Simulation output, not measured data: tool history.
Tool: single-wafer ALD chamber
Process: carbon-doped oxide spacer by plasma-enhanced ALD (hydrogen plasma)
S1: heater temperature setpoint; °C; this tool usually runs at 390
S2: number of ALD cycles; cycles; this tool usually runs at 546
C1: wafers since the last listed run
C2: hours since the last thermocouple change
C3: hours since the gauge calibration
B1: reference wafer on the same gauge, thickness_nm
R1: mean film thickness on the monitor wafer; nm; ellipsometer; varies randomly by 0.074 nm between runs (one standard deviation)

{"run": 1, "day": 0.0, "S1": 390, "S2": 546, "C1": 0, "C2": 613.3, "C3": 316.3, "B1": 31.68, "R1": 29.344}
{"run": 2, "day": 1.975, "S1": 390, "S2": 546, "C1": 43, "C2": 660.7, "C3": 363.7, "B1": 31.643, "R1": 29.426}
{"run": 3, "day": 4.625, "S1": 390, "S2": 546, "C1": 57, "C2": 724.3, "C3": 427.3, "B1": 31.591, "R1": 29.248}
{"run": 4, "day": 6.662, "S1": 390, "S2": 586, "C1": 44, "C2": 773.2, "C3": 476.2, "B1": 31.56, "R1": 31.486}
{"run": 5, "day": 8.171, "S1": 390, "S2": 546, "C1": 32, "C2": 809.4, "C3": 512.4, "B1": 31.537, "R1": 29.442}
{"run": 6, "day": 10.9, "S1": 390, "S2": 546, "C1": 59, "C2": 874.9, "C3": 577.9, "B1": 31.498, "R1": 29.308}
{"run": 7, "day": 12.225, "S1": 398, "S2": 546, "C1": 28, "C2": 906.7, "C3": 609.7, "B1": 31.483, "R1": 29.3}
{"run": 8, "day": 15.104, "S1": 398, "S2": 546, "C1": 62, "C2": 975.8, "C3": 678.8, "B1": 31.424, "R1": 29.293}
{"run": 9, "day": 16.296, "S1": 390, "S2": 546, "C1": 25, "C2": 1004.4, "C3": 707.4, "B1": 31.405, "R1": 29.226}
{"run": 10, "day": 22.333, "S1": 390, "S2": 546, "C1": 131, "C2": 1149.3, "C3": 852.3, "B1": 31.294, "R1": 29.142}
{"run": 11, "day": 24.971, "S1": 390, "S2": 546, "C1": 57, "C2": 1212.6, "C3": 915.6, "B1": 31.26, "R1": 28.978}
{"day": 25.654, "done": "gauge calibrated"}
{"run": 12, "day": 26.8, "S1": 390, "S2": 546, "C1": 39, "C2": 1256.5, "C3": 27.5, "B1": 31.744, "R1": 29.481}
{"run": 13, "day": 28.404, "S1": 382, "S2": 448, "C1": 34, "C2": 1295, "C3": 66, "B1": 31.719, "R1": 24.276}
{"run": 14, "day": 30.338, "S1": 390, "S2": 481, "C1": 42, "C2": 1341.4, "C3": 112.4, "B1": 31.699, "R1": 26.012}
{"run": 15, "day": 31.846, "S1": 400, "S2": 474, "C1": 32, "C2": 1377.6, "C3": 148.6, "B1": 31.647, "R1": 25.548}
{"day": 34.479, "done": "thermocouple changed; heater temperature recalibrated"}
{"run": 16, "day": 34.667, "S1": 390, "S2": 639, "C1": 54, "C2": 4.5, "C3": 216.3, "B1": 31.612, "R1": 34.455}
{"run": 17, "day": 37.338, "S1": 385, "S2": 467, "C1": 58, "C2": 68.6, "C3": 280.4, "B1": 31.578, "R1": 25.125}
{"run": 18, "day": 40.112, "S1": 390, "S2": 546, "C1": 60, "C2": 135.2, "C3": 347, "B1": 31.537, "R1": 29.372}
{"run": 19, "day": 42.021, "S1": 395, "S2": 500, "C1": 41, "C2": 181, "C3": 392.8, "B1": 31.495, "R1": 26.69}
{"run": 20, "day": 43.888, "S1": 390, "S2": 472, "C1": 40, "C2": 225.8, "C3": 437.6, "B1": 31.444, "R1": 25.236}
{"run": 21, "day": 46.3, "S1": 390, "S2": 546, "C1": 52, "C2": 283.7, "C3": 495.5, "B1": 31.395, "R1": 29.253}
{"run": 22, "day": 49.3, "S1": 382, "S2": 546, "C1": 65, "C2": 355.7, "C3": 567.5, "B1": 31.375, "R1": 29.162}
{"run": 23, "day": 51.642, "S1": 390, "S2": 546, "C1": 51, "C2": 411.9, "C3": 623.7, "B1": 31.345, "R1": 29.041}

Some steps in R1 between neighbouring runs. How much of each would the tool show without its hidden state too (settings, what came in, random variation), and how much is left for the hidden state, with any gauge scatter that isn't in both results?
The tool's hidden condition here consists of: wafer temperature above the value expected at the setpoint (K); gauge reads high (%).
Run 9 -> 10: no setting changed, nothing entered. R1 -0.084 nm: hidden state -0.097, all else +0.013.
Run 11 -> 12: gauge calibrated. R1 +0.503 nm: hidden state +0.463, all else +0.04.
Run 15 -> 16: S1 400 -> 390, S2 474 -> 639, thermocouple changed; heater temperature recalibrated. R1 +8.907 nm: hidden state -0.092, all else +8.999.
Run 16 -> 17: S1 390 -> 385, S2 639 -> 467. R1 -9.33 nm: hidden state +0.017, all else -9.347.
